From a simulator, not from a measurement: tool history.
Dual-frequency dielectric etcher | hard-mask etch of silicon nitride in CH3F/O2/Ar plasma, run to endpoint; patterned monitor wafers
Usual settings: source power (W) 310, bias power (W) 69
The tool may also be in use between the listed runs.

run    hour  source power (W)  bias power (W)  incoming incoming film thickness, nm  endpoint time (s)
  1       0               340              69                                 44.19                 70
  2    74.5               340              69                                 44.06               69.2
  3   160.5               340              69                                 44.15               69.4
      230.5  -- wet clean of the chamber
  4     231               360              77                                 43.92               66.6
      362.8  -- bias power generator calibrated
  5   382.1               360              77                                 44.51               65.2
  6   444.5               360              77                                  43.5               63.7
  7   506.8               340              75                                 43.99               65.9
      516.8  -- source power generator calibrated
      603.6  -- upper electrode replaced
  8   604.1               310              58                                 44.46               76.4
  9   699.4               310              75                                 44.17               67.9
 10   756.9               240              79                                 44.17               72.1
      791.8  -- wet clean of the chamber
 11   844.6               250              55                                    44               85.7
 12   921.7               240              80                                 44.61                 75
 13  1011.1               310              75                                  43.6               68.1
 14  1110.2               340              75                                 44.49               67.5
 15  1197.2               380              85                                 43.98               60.4

The same runs without the tool's hidden state, with the same run-to-run variation:
The hidden state here: etch rate over this chamber's usual, %; source power that arrives over what is set, %; bias power that arrives over what is set, %.
run  endpoint time (s)
  1               69.7
  2               69.3
  3               69.8
  4                 65
  5               65.7
  6               64.3
  7               66.7
  8               77.7
  9               69.3
 10               73.8
 11                 85
 12               74.6
 13               68.1
 14               67.9
 15               61.1

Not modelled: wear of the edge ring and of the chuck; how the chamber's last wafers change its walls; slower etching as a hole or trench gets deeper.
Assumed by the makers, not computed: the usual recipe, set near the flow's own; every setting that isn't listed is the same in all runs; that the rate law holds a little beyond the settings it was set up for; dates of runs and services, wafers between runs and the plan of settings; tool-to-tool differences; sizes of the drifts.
